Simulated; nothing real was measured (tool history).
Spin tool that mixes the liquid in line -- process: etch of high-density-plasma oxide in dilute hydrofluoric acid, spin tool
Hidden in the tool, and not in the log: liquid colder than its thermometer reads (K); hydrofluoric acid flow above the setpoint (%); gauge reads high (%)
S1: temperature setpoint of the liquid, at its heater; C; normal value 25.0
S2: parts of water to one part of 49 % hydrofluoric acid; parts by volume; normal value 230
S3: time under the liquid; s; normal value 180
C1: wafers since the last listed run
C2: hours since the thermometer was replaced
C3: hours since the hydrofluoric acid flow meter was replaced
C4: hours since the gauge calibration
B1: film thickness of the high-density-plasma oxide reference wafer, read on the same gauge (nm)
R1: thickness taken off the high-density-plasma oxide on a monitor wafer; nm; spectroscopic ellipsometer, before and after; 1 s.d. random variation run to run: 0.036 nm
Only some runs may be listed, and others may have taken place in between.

Run 1, hour 0.0: usual settings but S3 95 s; C1 0; C2 305.5; C3 155.0; C4 636.2; B1 30.02. Result: R1 4.48 nm.
Run 2, hour 42.7: usual settings but S3 95 s; C1 387; C2 348.2; C3 197.7; C4 678.9; B1 30.03. Result: R1 4.46 nm.
Run 3, hour 127.8: usual settings; C1 771; C2 433.3; C3 282.8; C4 764.0; B1 29.98. Result: R1 8.50 nm.
Run 4, hour 232.6: usual settings but S2 320 parts by volume, S3 265 s; C1 950; C2 538.1; C3 387.6; C4 868.8; B1 30.01. Result: R1 8.16 nm.
Run 5, hour 320.0: usual settings; C1 792; C2 625.5; C3 475.0; C4 956.2; B1 30.01. Result: R1 8.45 nm.
At hour 395.5: thermometer replaced.
Run 6, hour 418.5: usual settings; C1 884; C2 23.0; C3 573.5; C4 1054.7; B1 29.95. Result: R1 8.75 nm.
Run 7, hour 461.2: usual settings; C1 387; C2 65.7; C3 616.2; C4 1097.4; B1 30.00. Result: R1 8.76 nm.
Run 8, hour 590.1: usual settings; C1 1169; C2 194.6; C3 745.1; C4 1226.3; B1 30.01. Result: R1 8.83 nm.
Run 9, hour 695.0: usual settings; C1 951; C2 299.5; C3 850.0; C4 1331.2; B1 29.97. Result: R1 8.74 nm.
At hour 722.6: gauge calibrated.
Run 10, hour 768.8: usual settings; C1 669; C2 373.3; C3 923.8; C4 46.2; B1 29.97. Result: R1 8.80 nm.
At hour 811.2: hydrofluoric acid flow meter replaced.
Run 11, hour 832.8: usual settings; C1 571; C2 437.3; C3 21.6; C4 110.2; B1 30.02. Result: R1 8.28 nm.
Run 12, hour 903.6: usual settings; C1 642; C2 508.1; C3 92.4; C4 181.0; B1 30.03. Result: R1 8.30 nm.
Run 13, hour 959.7: usual settings but S1 28.0 C, S2 140 parts by volume; C1 508; C2 564.2; C3 148.5; C4 237.1; B1 30.01. Result: R1 16.79 nm.
Run 14, hour 1004.0: usual settings but S1 22.0 C, S2 305 parts by volume, S3 230 s; C1 401; C2 608.5; C3 192.8; C4 281.4; B1 29.99. Result: R1 6.67 nm.
Run 15, hour 1056.1: usual settings; C1 472; C2 660.6; C3 244.9; C4 333.5; B1 30.02. Result: R1 8.36 nm.
Run 16, hour 1136.0: usual settings but S2 345 parts by volume; C1 724; C2 740.5; C3 324.8; C4 413.4; B1 29.99. Result: R1 4.98 nm.
At hour 1155.3: thermometer replaced.
Run 17, hour 1202.1: usual settings; C1 590; C2 46.8; C3 390.9; C4 479.5; B1 29.96. Result: R1 8.64 nm.
Run 18, hour 1261.8: usual settings; C1 541; C2 106.5; C3 450.6; C4 539.2; B1 30.03. Result: R1 8.66 nm.
Run 19, hour 1313.2: usual settings but S1 22.5 C, S2 265 parts by volume, S3 145 s; C1 466; C2 157.9; C3 502.0; C4 590.6; B1 30.01. Result: R1 5.30 nm.
Run 20, hour 1361.7: usual settings but S1 23.0 C; C1 439; C2 206.4; C3 550.5; C4 639.1; B1 30.04. Result: R1 8.08 nm.
Run 21, hour 1413.1: usual settings but S3 215 s; C1 466; C2 257.8; C3 601.9; C4 690.5; B1 29.98. Result: R1 10.37 nm.
Run 22, hour 1457.1: usual settings but S1 28.0 C, S2 165 parts by volume, S3 285 s; C1 399; C2 301.8; C3 645.9; C4 734.5; B1 30.02. Result: R1 22.66 nm.
Run 23, hour 1528.8: usual settings but S1 20.5 C; C1 650; C2 373.5; C3 717.6; C4 806.2; B1 29.99. Result: R1 7.31 nm.
Run 24, hour 1572.0: usual settings but S1 21.0 C, S2 145 parts by volume; C1 391; C2 416.7; C3 760.8; C4 849.4; B1 29.99. Result: R1 12.75 nm.
Run 25, hour 1621.4: usual settings but S1 29.5 C; C1 448; C2 466.1; C3 810.2; C4 898.8; B1 30.01. Result: R1 10.17 nm.

List, for all runs, the conditions of the tool that the log does not record:
gauge reads high (%): 0 in every run
H1: liquid colder than its thermometer reads (K)
H2: hydrofluoric acid flow above the setpoint (%)
run     H1     H2
  1   0.46   1.36
  2  0.518   1.55
  3  0.635   1.94
  4  0.779   2.42
  5  0.898   2.82
  6  0.125   3.27
  7  0.183   3.46
  8   0.36   4.05
  9  0.504   4.53
 10  0.605   4.87
 11  0.693  0.143
 12   0.79  0.466
 13  0.866  0.723
 14  0.927  0.925
 15  0.998   1.16
 16   1.11   1.53
 17  0.169   1.83
 18  0.251    2.1
 19  0.321   2.34
 20  0.388   2.56
 21  0.458    2.8
 22  0.518      3
 23  0.617   3.32
 24  0.676   3.52
 25  0.744   3.75

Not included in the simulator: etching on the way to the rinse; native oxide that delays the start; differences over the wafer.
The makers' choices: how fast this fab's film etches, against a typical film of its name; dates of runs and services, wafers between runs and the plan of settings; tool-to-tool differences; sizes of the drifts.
